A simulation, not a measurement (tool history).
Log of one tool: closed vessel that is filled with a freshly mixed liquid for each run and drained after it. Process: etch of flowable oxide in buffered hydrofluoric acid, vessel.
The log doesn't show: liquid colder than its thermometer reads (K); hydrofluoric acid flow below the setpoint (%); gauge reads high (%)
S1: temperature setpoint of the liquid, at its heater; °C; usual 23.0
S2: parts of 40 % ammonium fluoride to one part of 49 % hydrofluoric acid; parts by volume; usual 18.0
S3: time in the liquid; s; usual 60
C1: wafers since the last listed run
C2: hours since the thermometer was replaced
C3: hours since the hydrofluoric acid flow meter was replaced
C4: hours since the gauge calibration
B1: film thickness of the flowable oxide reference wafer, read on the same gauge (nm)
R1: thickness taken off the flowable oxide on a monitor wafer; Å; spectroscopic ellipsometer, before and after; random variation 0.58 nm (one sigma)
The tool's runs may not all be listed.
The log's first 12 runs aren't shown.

run    hour    S1    S2  S3     C1      C2      C3      C4     B1      R1
 13  1281.6  23.0  20.0  60   9980   781.0   443.6  2311.8  90.00   986.5
 14  1427.2  23.0  20.0  60  17874   926.6   589.2  2457.4  90.02   981.0
 15  1509.4  23.0  18.0  60  10091  1008.8   671.4  2539.6  90.00  1085.9
 16  1575.4  23.0  18.0  60   8102  1074.8   737.4  2605.6  90.00  1088.5
     1588.4  -- gauge calibrated
 17  1645.2  18.5  14.5  80   8568  1144.6   807.2    56.8  90.01  1395.2
 18  1701.5  20.5  18.0  45   6911  1200.9   863.5   113.1  90.01   704.8
 19  1783.3  18.5  18.0  40  10042  1282.7   945.3   194.9  90.00   559.5
 20  1854.4  21.5  18.0  85   8728  1353.8  1016.4   266.0  90.01  1412.1
 21  1909.3  19.0  12.5  85   6739  1408.7  1071.3   320.9  90.01  1747.7
 22  2002.7  25.0  25.0  60  11466  1502.1  1164.7   414.3  90.03   933.3
 23  2046.0  23.0  18.0  60   5315  1545.4  1208.0   457.6  90.00  1087.0
     2051.6  -- hydrofluoric acid flow meter replaced
     2146.0  -- thermometer replaced
 24  2147.0  21.0  21.0  45  12153     1.0    95.4   558.6  90.01   641.5
 25  2212.4  21.0  18.0  60   8028    66.4   160.8   624.0  90.02   984.1
 26  2252.7  23.0  18.0  60   4947   106.7   201.1   664.3  90.00  1101.3
 27  2325.6  20.5  18.0  35   8949   179.6   274.0   737.2  90.00   562.3
 28  2431.9  23.0  18.0  70  13049   285.9   380.3   843.5  90.02  1273.1
 29  2486.2  26.0  18.0  60   6666   340.2   434.6   897.8  89.98  1281.9
 30  2591.6  23.0  18.0  80  12939   445.6   540.0  1003.2  89.99  1437.7
 31  2675.9  20.5  18.0  45  10348   529.9   624.3  1087.5  89.98   713.4
 32  2743.4  26.5  18.0  60   8286   597.4   691.8  1155.0  90.01  1320.8

Forecast each of these 4 alternatives for the next run:
  A  2744.1  23.0  18.0  60  85  598.1  692.5  1155.7   ?   ?
  B  2744.1  23.0  20.5  80  85  598.1  692.5  1155.7   ?   ?
  C  2744.1  23.0  13.5  70  85  598.1  692.5  1155.7   ?   ?
  D  2744.1  20.5  18.0  60  85  598.1  692.5  1155.7   ?   ?

run     B1      R1
  A  90.01  1085.4
  B  90.01  1287.0
  C  90.01  1680.5
  D  90.01   944.8
Without the tool's hidden state the same runs would have given:
run      R1
  A  1098.7
  B  1298.0
  C  1700.9
  D   956.3
